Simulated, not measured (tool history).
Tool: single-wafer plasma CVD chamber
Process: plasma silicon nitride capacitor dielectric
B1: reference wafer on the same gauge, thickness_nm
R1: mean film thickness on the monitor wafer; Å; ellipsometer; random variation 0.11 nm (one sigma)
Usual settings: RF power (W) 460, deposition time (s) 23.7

{"run": 1, "hour": 0.0, "RF power (W)": 520, "deposition time (s)": 23.7, "B1": 31.923, "R1": 386.55}
{"run": 2, "hour": 27.4, "RF power (W)": 520, "deposition time (s)": 23.7, "B1": 31.894, "R1": 389.35}
{"run": 3, "hour": 45.5, "RF power (W)": 460, "deposition time (s)": 23.7, "B1": 31.924, "R1": 380.15}
{"run": 4, "hour": 59.1, "RF power (W)": 460, "deposition time (s)": 23.7, "B1": 31.935, "R1": 376.11}
{"run": 5, "hour": 84.2, "RF power (W)": 430, "deposition time (s)": 23.7, "B1": 31.879, "R1": 373.03}
{"run": 6, "hour": 109.3, "RF power (W)": 430, "deposition time (s)": 23.7, "B1": 31.91, "R1": 373.4}
{"run": 7, "hour": 137.5, "RF power (W)": 460, "deposition time (s)": 26.6, "B1": 31.914, "R1": 425.55}
{"run": 8, "hour": 164.0, "RF power (W)": 460, "deposition time (s)": 23.7, "B1": 31.889, "R1": 377.93}
{"run": 9, "hour": 187.4, "RF power (W)": 460, "deposition time (s)": 26.9, "B1": 31.885, "R1": 427.71}
{"run": 10, "hour": 223.3, "RF power (W)": 460, "deposition time (s)": 26.9, "B1": 31.91, "R1": 431.78}
{"run": 11, "hour": 245.7, "RF power (W)": 460, "deposition time (s)": 23.7, "B1": 31.934, "R1": 376.54}
{"run": 12, "hour": 258.8, "RF power (W)": 460, "deposition time (s)": 23.7, "B1": 31.877, "R1": 379.02}
{"hour": 290.3, "done": "RF generator calibrated"}
{"run": 13, "hour": 290.8, "RF power (W)": 460, "deposition time (s)": 23.7, "B1": 31.893, "R1": 379.05}
{"run": 14, "hour": 317.3, "RF power (W)": 460, "deposition time (s)": 25.3, "B1": 31.918, "R1": 402}
{"run": 15, "hour": 333.0, "RF power (W)": 460, "deposition time (s)": 23.7, "B1": 31.896, "R1": 379.36}
{"run": 16, "hour": 347.7, "RF power (W)": 460, "deposition time (s)": 23.7, "B1": 31.894, "R1": 378.86}
{"run": 17, "hour": 374.3, "RF power (W)": 460, "deposition time (s)": 23.7, "B1": 31.914, "R1": 377.47}
{"run": 18, "hour": 401.2, "RF power (W)": 525, "deposition time (s)": 25.4, "B1": 31.919, "R1": 416.53}
{"run": 19, "hour": 437.1, "RF power (W)": 410, "deposition time (s)": 21.8, "B1": 31.871, "R1": 340.19}
{"run": 20, "hour": 449.7, "RF power (W)": 460, "deposition time (s)": 27.9, "B1": 31.895, "R1": 442.71}
{"run": 21, "hour": 485.4, "RF power (W)": 505, "deposition time (s)": 20.4, "B1": 31.925, "R1": 332.3}
{"run": 22, "hour": 506.1, "RF power (W)": 460, "deposition time (s)": 22.1, "B1": 31.885, "R1": 352.91}
{"hour": 527.8, "done": "gauge calibrated"}
{"run": 23, "hour": 539.4, "RF power (W)": 515, "deposition time (s)": 25.2, "B1": 31.887, "R1": 411.4}
{"run": 24, "hour": 552.3, "RF power (W)": 460, "deposition time (s)": 23.7, "B1": 31.86, "R1": 378.15}
{"run": 25, "hour": 582.6, "RF power (W)": 460, "deposition time (s)": 27.1, "B1": 31.924, "R1": 434.73}
{"run": 26, "hour": 603.9, "RF power (W)": 460, "deposition time (s)": 23.7, "B1": 31.891, "R1": 378.65}
{"hour": 627.3, "done": "showerhead replaced"}
{"run": 27, "hour": 627.8, "RF power (W)": 420, "deposition time (s)": 25, "B1": 31.888, "R1": 391.14}
{"run": 28, "hour": 643.6, "RF power (W)": 390, "deposition time (s)": 25.6, "B1": 31.936, "R1": 394.87}
{"run": 29, "hour": 666.7, "RF power (W)": 400, "deposition time (s)": 23.7, "B1": 31.872, "R1": 367.45}
{"run": 30, "hour": 698.7, "RF power (W)": 460, "deposition time (s)": 23.7, "B1": 31.904, "R1": 377.34}
{"run": 31, "hour": 717.0, "RF power (W)": 535, "deposition time (s)": 23.7, "B1": 31.908, "R1": 390.78}
{"run": 32, "hour": 743.6, "RF power (W)": 460, "deposition time (s)": 25.9, "B1": 31.89, "R1": 413.74}
{"run": 33, "hour": 771.9, "RF power (W)": 485, "deposition time (s)": 20.2, "B1": 31.893, "R1": 326.09}
{"run": 34, "hour": 807.9, "RF power (W)": 460, "deposition time (s)": 26.5, "B1": 31.893, "R1": 424.15}

Run 35 comes next. What will it give?
{"run": 35, "hour": 842.2, "RF power (W)": 525, "deposition time (s)": 23.7, "B1": "?", "R1": "?"}

{"run 35": {"B1": 31.877, "R1": 390.25}}
Without the tool's hidden state the same run would have given R1 390.25 Å.
